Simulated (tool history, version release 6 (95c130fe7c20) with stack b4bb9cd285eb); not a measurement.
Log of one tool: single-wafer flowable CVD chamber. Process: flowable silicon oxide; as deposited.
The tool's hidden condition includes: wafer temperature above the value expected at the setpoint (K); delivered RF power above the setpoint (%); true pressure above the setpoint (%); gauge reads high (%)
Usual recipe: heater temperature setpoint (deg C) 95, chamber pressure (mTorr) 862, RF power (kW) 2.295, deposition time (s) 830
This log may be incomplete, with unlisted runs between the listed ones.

run,hour,heater temperature setpoint (deg C),chamber pressure (mTorr),RF power (kW),deposition time (s),wafers since the last listed run,hours since the last thermocouple change,hours since the last RF generator calibration,hours since the last manometer calibration,hours since the showerhead was replaced,hours since the gauge calibration,"read-back reference wafer on the same gauge, thickness_nm",mean film thickness on the monitor wafer (nm)
1,0,95,862,2.295,830,0,550.2,364.7,978,7126.6,756.6,831.023,720.204
2,37.4,95,862,2.295,940,86,587.6,402.1,1015.4,7164,794,831.973,812.976
3,92.7,95,862,2.05,830,128,642.9,457.4,1070.7,7219.3,849.3,832.039,706.238
4,131.8,95,862,2.295,830,90,682,496.5,1109.8,7258.4,888.4,830.508,720.698
5,181.4,95,862,2.295,830,115,731.6,546.1,1159.4,7308,938,830.961,713.871
6,228.6,95,862,2.295,830,109,778.8,593.3,1206.6,7355.2,985.2,832.77,709.703
7,266.8,95,862,2.295,830,88,817,631.5,1244.8,7393.4,1023.4,829.489,711.063
8,332.8,95,862,2.295,830,153,883,697.5,1310.8,7459.4,1089.4,830.921,716.721
9,390.1,95,862,2.295,830,133,940.3,754.8,1368.1,7516.7,1146.7,831.208,712.661
10,456.8,95,943,2.295,830,155,1007,821.5,1434.8,7583.4,1213.4,831.337,781.667
11,538.8,95,943,2.295,830,190,1089,903.5,1516.8,7665.4,1295.4,831.143,773.792
# hour 619.1: RF generator calibrated
12,639.6,95,943,2.295,830,215,1189.8,20.5,1617.6,7766.2,1396.2,831.747,780.612
13,745.2,86,862,2.295,763,245,1295.4,126.1,1723.2,7871.8,1501.8,831.792,841.527
14,848.4,87,685,2.025,830,239,1398.6,229.3,1826.4,7975,1605,830.901,699.75
# hour 874.4: gauge calibrated
15,933.6,95,862,2.295,830,198,1483.8,314.5,1911.6,8060.2,59.2,830.132,700.412
16,970.6,86,862,2.145,697,86,1520.8,351.5,1948.6,8097.2,96.2,832.77,763.386
# hour 1118: capacitance manometer re-zeroed and calibrated
17,1253.2,95,722,2.295,830,638,1803.4,634.1,135.2,8379.8,378.8,831.399,587.681
# hour 1356: showerhead replaced
18,1356.5,86,862,1.875,830,221,1906.7,737.4,238.5,0.5,482.1,830.341,885.921
# hour 1443.7: thermocouple changed; heater temperature recalibrated
19,1458.1,101,862,2.295,830,217,14.4,839,340.1,102.1,583.7,829.23,612.831
# hour 1498.3: RF generator calibrated
20,1507,95,862,2.295,778,95,63.3,8.7,389,151,632.6,829.926,679.667
21,1600.6,106,959,2.025,830,217,156.9,102.3,482.6,244.6,726.2,831.916,582.054
22,1658.2,85,691,1.855,830,133,214.5,159.9,540.2,302.2,783.8,830.964,751.575
23,1706.9,85,862,2.295,830,113,263.2,208.6,588.9,350.9,832.5,830.26,964.612
24,1784,95,862,2.295,830,179,340.3,285.7,666,428,909.6,830.769,729.58
25,1884.6,95,862,2.295,830,233,440.9,386.3,766.6,528.6,1010.2,830.356,726.931
26,1973.7,95,862,2.295,830,207,530,475.4,855.7,617.7,1099.3,830.269,722.219
27,2048.9,95,998,2.295,775,174,605.2,550.6,930.9,692.9,1174.5,830.733,778.692

How would selected steps in mean film thickness on the monitor wafer (nm) from run to run divide? Give the signed amount a tool lacking its hidden state would still show from settings, what came in and random variation, and the signed amount left for the hidden state, including any gauge scatter that is not in both of the compared results.
Run 17 -> 18: heater temperature setpoint (deg C) 95 -> 86, chamber pressure (mTorr) 722 -> 862, RF power (kW) 2.295 -> 1.875, showerhead replaced. mean film thickness on the monitor wafer (nm) +298.24: hidden state -11.926, all else +310.166.
Run 18 -> 19: heater temperature setpoint (deg C) 86 -> 101, RF power (kW) 1.875 -> 2.295, thermocouple changed; heater temperature recalibrated. mean film thickness on the monitor wafer (nm) -273.09: hidden state +40.924, all else -314.014.

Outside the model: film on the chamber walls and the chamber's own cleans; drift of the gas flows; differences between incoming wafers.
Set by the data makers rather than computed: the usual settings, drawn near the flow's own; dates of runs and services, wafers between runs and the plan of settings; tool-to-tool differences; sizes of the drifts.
